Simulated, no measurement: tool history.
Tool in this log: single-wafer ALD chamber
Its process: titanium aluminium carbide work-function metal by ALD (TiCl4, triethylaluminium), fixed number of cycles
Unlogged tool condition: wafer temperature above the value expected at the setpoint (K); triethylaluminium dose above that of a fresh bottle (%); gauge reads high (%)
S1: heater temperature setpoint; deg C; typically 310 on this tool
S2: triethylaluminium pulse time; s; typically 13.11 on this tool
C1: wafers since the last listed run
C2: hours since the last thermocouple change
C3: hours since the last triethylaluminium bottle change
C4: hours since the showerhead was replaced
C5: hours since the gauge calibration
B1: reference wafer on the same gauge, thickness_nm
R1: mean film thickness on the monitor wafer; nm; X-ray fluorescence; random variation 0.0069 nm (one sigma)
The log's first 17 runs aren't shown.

| run | hour | S1 | S2 | C1 | C2 | C3 | C4 | C5 | B1 | R1 |
|---|---|---|---|---|---|---|---|---|---|---|
| 18 | 1246.6 | 305 | 14.95 | 375 | 191 | 127.5 | 1061.4 | 1834 | 2.369 | 1.977 |
| 19 | 1315.7 | 310 | 13.11 | 497 | 260.1 | 196.6 | 1130.5 | 1903.1 | 2.368 | 2.007 |
| 20 | 1405.5 | 297 | 8.82 | 646 | 349.9 | 286.4 | 1220.3 | 1992.9 | 2.37 | 1.847 |
| 21 | 1442.2 | 310 | 9.2 | 264 | 386.6 | 323.1 | 1257 | 2029.6 | 2.37 | 1.961 |
| 22 | 1549.1 | 303 | 15.2 | 769 | 493.5 | 430 | 1363.9 | 2136.5 | 2.37 | 1.964 |
| 23 | 1649.4 | 310 | 18.17 | 722 | 593.8 | 530.3 | 1464.2 | 2236.8 | 2.37 | 2.017 |
|  | 1657.9 | gauge calibrated |
| 24 | 1729.8 | 298 | 13.11 | 579 | 674.2 | 610.7 | 1544.6 | 71.9 | 2.369 | 1.896 |
| 25 | 1814.8 | 302 | 8.55 | 612 | 759.2 | 695.7 | 1629.6 | 156.9 | 2.37 | 1.862 |
| 26 | 1916.1 | 316 | 13.11 | 729 | 860.5 | 797 | 1730.9 | 258.2 | 2.37 | 2.048 |
|  | 1947.8 | thermocouple changed; heater temperature recalibrated |
| 27 | 2017.1 | 300 | 16.97 | 669 | 69.3 | 898 | 1831.9 | 359.2 | 2.369 | 1.922 |
| 28 | 2090.3 | 299 | 17.62 | 527 | 142.5 | 971.2 | 1905.1 | 432.4 | 2.371 | 1.929 |
| 29 | 2173.7 | 321 | 8.26 | 600 | 225.9 | 1054.6 | 1988.5 | 515.8 | 2.372 | 1.967 |
| 30 | 2271.6 | 305 | 11.12 | 705 | 323.8 | 1152.5 | 2086.4 | 613.7 | 2.371 | 1.892 |
| 31 | 2348.9 | 310 | 13.11 | 556 | 401.1 | 1229.8 | 2163.7 | 691 | 2.37 | 1.958 |
|  | 2374.9 | triethylaluminium bottle replaced |
| 32 | 2446.8 | 315 | 7.87 | 647 | 499 | 71.9 | 2261.6 | 788.9 | 2.371 | 1.982 |

Forecast each of these 4 alternatives for the next run:
| A | 2447.2 | 322 | 13.11 | 2 | 499.4 | 72.3 | 2262 | 789.3 | ? | ? |
| B | 2447.2 | 310 | 8.49 | 2 | 499.4 | 72.3 | 2262 | 789.3 | ? | ? |
| C | 2447.2 | 298 | 10.17 | 2 | 499.4 | 72.3 | 2262 | 789.3 | ? | ? |
| D | 2447.2 | 315 | 14.93 | 2 | 499.4 | 72.3 | 2262 | 789.3 | ? | ? |

| run | B1 | R1 |
|---|---|---|
| A | 2.372 | 2.104 |
| B | 2.372 | 1.954 |
| C | 2.372 | 1.879 |
| D | 2.372 | 2.054 |
Stripped of hidden state, with their random variation kept, the same runs would have yielded:
| run | R1 |
|---|---|
| A | 2.106 |
| B | 1.957 |
| C | 1.882 |
| D | 2.055 |

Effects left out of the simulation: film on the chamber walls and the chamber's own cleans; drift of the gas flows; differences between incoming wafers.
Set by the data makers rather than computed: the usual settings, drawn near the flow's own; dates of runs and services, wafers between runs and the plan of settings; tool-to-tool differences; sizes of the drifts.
